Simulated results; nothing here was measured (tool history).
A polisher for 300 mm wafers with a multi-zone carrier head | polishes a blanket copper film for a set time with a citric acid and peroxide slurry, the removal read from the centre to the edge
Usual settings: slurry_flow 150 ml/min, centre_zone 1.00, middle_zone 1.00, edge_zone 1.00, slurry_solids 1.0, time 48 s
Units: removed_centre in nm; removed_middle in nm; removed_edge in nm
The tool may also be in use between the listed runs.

| run | hour | slurry_flow | centre_zone | middle_zone | edge_zone | slurry_solids | time | incoming thickness of the incoming film, nm | removed_centre | removed_middle | removed_edge |
|---|---|---|---|---|---|---|---|---|---|---|---|
| 1 | 0.0 | 150 | 1.00 | 1.00 | 1.00 | 1.0 | 48 | 677.0 | 121.2 | 125.0 | 134.2 |
| 2 | 17.4 | 150 | 1.00 | 1.00 | 1.00 | 1.0 | 48 | 677.3 | 119.8 | 123.3 | 132.5 |
| 3 | 29.3 | 150 | 1.00 | 1.09 | 1.00 | 1.0 | 48 | 656.7 | 121.5 | 131.8 | 129.9 |
| 4 | 40.0 | 150 | 0.93 | 1.00 | 1.00 | 1.0 | 48 | 674.5 | 109.9 | 120.4 | 132.7 |
| 5 | 51.4 | 150 | 0.93 | 1.00 | 1.00 | 1.0 | 48 | 665.5 | 110.2 | 121.4 | 130.0 |
| 6 | 94.9 | 150 | 0.93 | 1.00 | 1.00 | 1.0 | 48 | 673.4 | 113.2 | 121.0 | 130.0 |
| 7 | 111.9 | 150 | 1.00 | 0.96 | 1.00 | 1.0 | 48 | 662.4 | 119.1 | 117.3 | 130.2 |
| 8 | 121.3 | 150 | 1.00 | 0.96 | 1.00 | 1.0 | 48 | 674.1 | 117.4 | 115.9 | 127.0 |
| 9 | 127.7 | 150 | 1.00 | 1.00 | 1.00 | 1.0 | 40 | 666.8 | 99.1 | 101.6 | 107.7 |
| 10 | 141.1 | 150 | 1.00 | 1.00 | 1.00 | 1.0 | 40 | 663.3 | 118.9 | 119.5 | 122.7 |
| 11 | 150.2 | 150 | 1.05 | 1.08 | 1.00 | 0.7 | 52 | 664.1 | 148.4 | 153.6 | 149.0 |
| 12 | 165.0 | 150 | 1.00 | 1.00 | 1.00 | 1.0 | 40 | 675.9 | 111.3 | 115.0 | 119.0 |
| 13 | 178.1 | 150 | 1.00 | 0.94 | 1.10 | 1.0 | 48 | 661.5 | 131.8 | 125.3 | 144.1 |
| 14 | 194.5 | 135 | 1.00 | 1.07 | 1.00 | 1.2 | 34 | 665.1 | 95.0 | 102.3 | 99.6 |
| 15 | 216.2 | 150 | 1.00 | 1.06 | 1.00 | 0.8 | 48 | 670.5 | 132.0 | 138.8 | 139.0 |
| 16 | 223.8 | 150 | 1.00 | 0.94 | 1.00 | 1.2 | 48 | 661.4 | 139.7 | 133.3 | 148.4 |
| 17 | 250.5 | 150 | 1.00 | 1.00 | 1.00 | 1.0 | 48 | 657.6 | 129.9 | 131.3 | 137.7 |
| 18 | 257.5 | 150 | 1.00 | 1.00 | 1.00 | 1.0 | 48 | 676.6 | 128.5 | 129.4 | 134.0 |
| 19 | 265.4 | 150 | 1.00 | 1.00 | 1.00 | 1.0 | 54 | 672.5 | 144.7 | 145.2 | 151.1 |
| 20 | 281.2 | 165 | 1.00 | 1.00 | 1.00 | 1.0 | 61 | 667.8 | 167.6 | 165.8 | 171.3 |
| 21 | 289.3 | 150 | 1.00 | 1.00 | 1.00 | 1.0 | 40 | 677.3 | 112.2 | 115.5 | 121.2 |

Taken out of this log: 8 entries between the listed runs. Where each belongs, and how the hidden state differs across it:
Between runs 5 and 6: worn pad replaced by a new one (hour 60.7)
  removal rate lost through wear of the pad, %: 6.8 -> 5.67; slurry flow missing at the pad, %: 43.9 -> 44.4
  measured less the result without the state, removed_centre: -23.7 -> -23.0 nm; removed_middle: -23.7 -> -22.3 nm; removed_edge: -20.4 -> -18.8 nm
Between runs 6 and 7: carrier head's membrane replaced by a new one (hour 111.4)
  removal rate lost through wear of the pad, %: 5.67 -> 6.61; slurry flow missing at the pad, %: 44.4 -> 44.6
  measured less the result without the state, removed_centre: -23.0 -> -25.7 nm; removed_middle: -22.3 -> -23.1 nm; removed_edge: -18.8 -> -20.4 nm
Between runs 9 and 10: slurry nozzle cleaned (hour 131.4); worn pad replaced by a new one (hour 140.6)
  removal rate lost through wear of the pad, %: 7.09 -> 0.897; slurry flow missing at the pad, %: 44.7 -> 4.91
  measured less the result without the state, removed_centre: -22.1 -> -2.2 nm; removed_middle: -20.7 -> -2.1 nm; removed_edge: -17.6 -> -1.8 nm
Between runs 11 and 12: edge zone pressure recalibrated (hour 158.2)
  removal rate lost through wear of the pad, %: 2.8 -> 4.84; slurry flow missing at the pad, %: 6.66 -> 9.35
  measured less the result without the state, removed_centre: -6.3 -> -7.8 nm; removed_middle: -6.2 -> -7.8 nm; removed_edge: -5.6 -> -7.5 nm
Between runs 13 and 14: centre zone pressure recalibrated (hour 180.7)
  removal rate lost through wear of the pad, %: 5.94 -> 6.76; slurry flow missing at the pad, %: 11.6 -> 14.2
  measured less the result without the state, removed_centre: -11.6 -> -10.2 nm; removed_middle: -10.7 -> -10.5 nm; removed_edge: -11.3 -> -9.4 nm
Between runs 14 and 15: worn pad replaced by a new one (hour 215.7)
  removal rate lost through wear of the pad, %: 6.76 -> 1.12; slurry flow missing at the pad, %: 14.2 -> 17.3
  measured less the result without the state, removed_centre: -10.2 -> -6.5 nm; removed_middle: -10.5 -> -6.1 nm; removed_edge: -9.4 -> -4.8 nm
Between runs 20 and 21: worn pad replaced by a new one (hour 288.8)
  removal rate lost through wear of the pad, %: 7.33 -> 0.34; slurry flow missing at the pad, %: 24.8 -> 25.6
  measured less the result without the state, removed_centre: -23.0 -> -7.2 nm; removed_middle: -21.5 -> -6.5 nm; removed_edge: -19.7 -> -4.9 nm
